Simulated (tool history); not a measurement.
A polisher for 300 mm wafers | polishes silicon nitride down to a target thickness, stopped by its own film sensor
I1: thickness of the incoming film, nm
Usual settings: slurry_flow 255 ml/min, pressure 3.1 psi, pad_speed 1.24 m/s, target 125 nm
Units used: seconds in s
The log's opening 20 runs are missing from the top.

run 21 hour=1582.3 | slurry_flow=255 pressure=3.5 pad_speed=1.36 target=125 | I1=300.1 | seconds=69.6
run 22 hour=1619.5 | slurry_flow=170 pressure=3.1 pad_speed=1.24 target=94 | I1=301.7 | seconds=109.1
run 23 hour=1687.9 | slurry_flow=255 pressure=3.1 pad_speed=1.24 target=125 | I1=300.5 | seconds=87.5
-- hour=1701.9 head pressure recalibrated
run 24 hour=1781.4 | slurry_flow=255 pressure=3.1 pad_speed=1.24 target=125 | I1=300.4 | seconds=87.1
run 25 hour=1883.4 | slurry_flow=330 pressure=3.1 pad_speed=1.38 target=125 | I1=298.4 | seconds=79.8
run 26 hour=1981.3 | slurry_flow=255 pressure=3.1 pad_speed=1.24 target=125 | I1=296.2 | seconds=87.7
-- hour=1985.4 worn pad replaced by a new one
run 27 hour=2019.3 | slurry_flow=295 pressure=2.4 pad_speed=1.48 target=176 | I1=300.7 | seconds=70.1
run 28 hour=2103.6 | slurry_flow=255 pressure=3.1 pad_speed=1.24 target=183 | I1=305.6 | seconds=60.6
run 29 hour=2153.9 | slurry_flow=340 pressure=2.6 pad_speed=1 target=73 | I1=298.1 | seconds=152.2
-- hour=2206.3 slurry nozzle cleaned
run 30 hour=2216.7 | slurry_flow=255 pressure=2.2 pad_speed=0.96 target=125 | I1=300.1 | seconds=148.7
run 31 hour=2298.6 | slurry_flow=255 pressure=3.1 pad_speed=1.24 target=125 | I1=298.4 | seconds=86.6
run 32 hour=2451.9 | slurry_flow=210 pressure=3.4 pad_speed=1 target=107 | I1=301.2 | seconds=103.1
-- hour=2492.7 head pressure recalibrated
run 33 hour=2550.5 | slurry_flow=255 pressure=3.7 pad_speed=1.58 target=125 | I1=298.6 | seconds=63.2
run 34 hour=2618.6 | slurry_flow=325 pressure=3.1 pad_speed=1.58 target=125 | I1=296.3 | seconds=71
run 35 hour=2701.2 | slurry_flow=255 pressure=2.4 pad_speed=1.24 target=71 | I1=299.4 | seconds=143.4
-- hour=2744.6 worn pad replaced by a new one
run 36 hour=2754.6 | slurry_flow=255 pressure=3.1 pad_speed=1.24 target=125 | I1=295.5 | seconds=82.2
-- hour=2824.4 slurry nozzle cleaned
run 37 hour=2835.3 | slurry_flow=300 pressure=2.2 pad_speed=1.66 target=109 | I1=296.2 | seconds=102.2

3 options for the next run, each taken on its own from the tool as it stands now. Forecast them:
run A hour=2835.7 | slurry_flow=255 pressure=4.1 pad_speed=1.24 target=125 | I1=302.9 | seconds=?
run B hour=2835.7 | slurry_flow=255 pressure=3.1 pad_speed=1.24 target=182 | I1=302.9 | seconds=?
run C hour=2835.7 | slurry_flow=255 pressure=3.1 pad_speed=1.24 target=71 | I1=302.9 | seconds=?

run=A seconds=67.3
run=B seconds=60.1
run=C seconds=115.4
Stripped of hidden state, with their random variation kept, the same runs would have yielded:
run=A seconds=70.9
run=B seconds=63.3
run=C seconds=121.5

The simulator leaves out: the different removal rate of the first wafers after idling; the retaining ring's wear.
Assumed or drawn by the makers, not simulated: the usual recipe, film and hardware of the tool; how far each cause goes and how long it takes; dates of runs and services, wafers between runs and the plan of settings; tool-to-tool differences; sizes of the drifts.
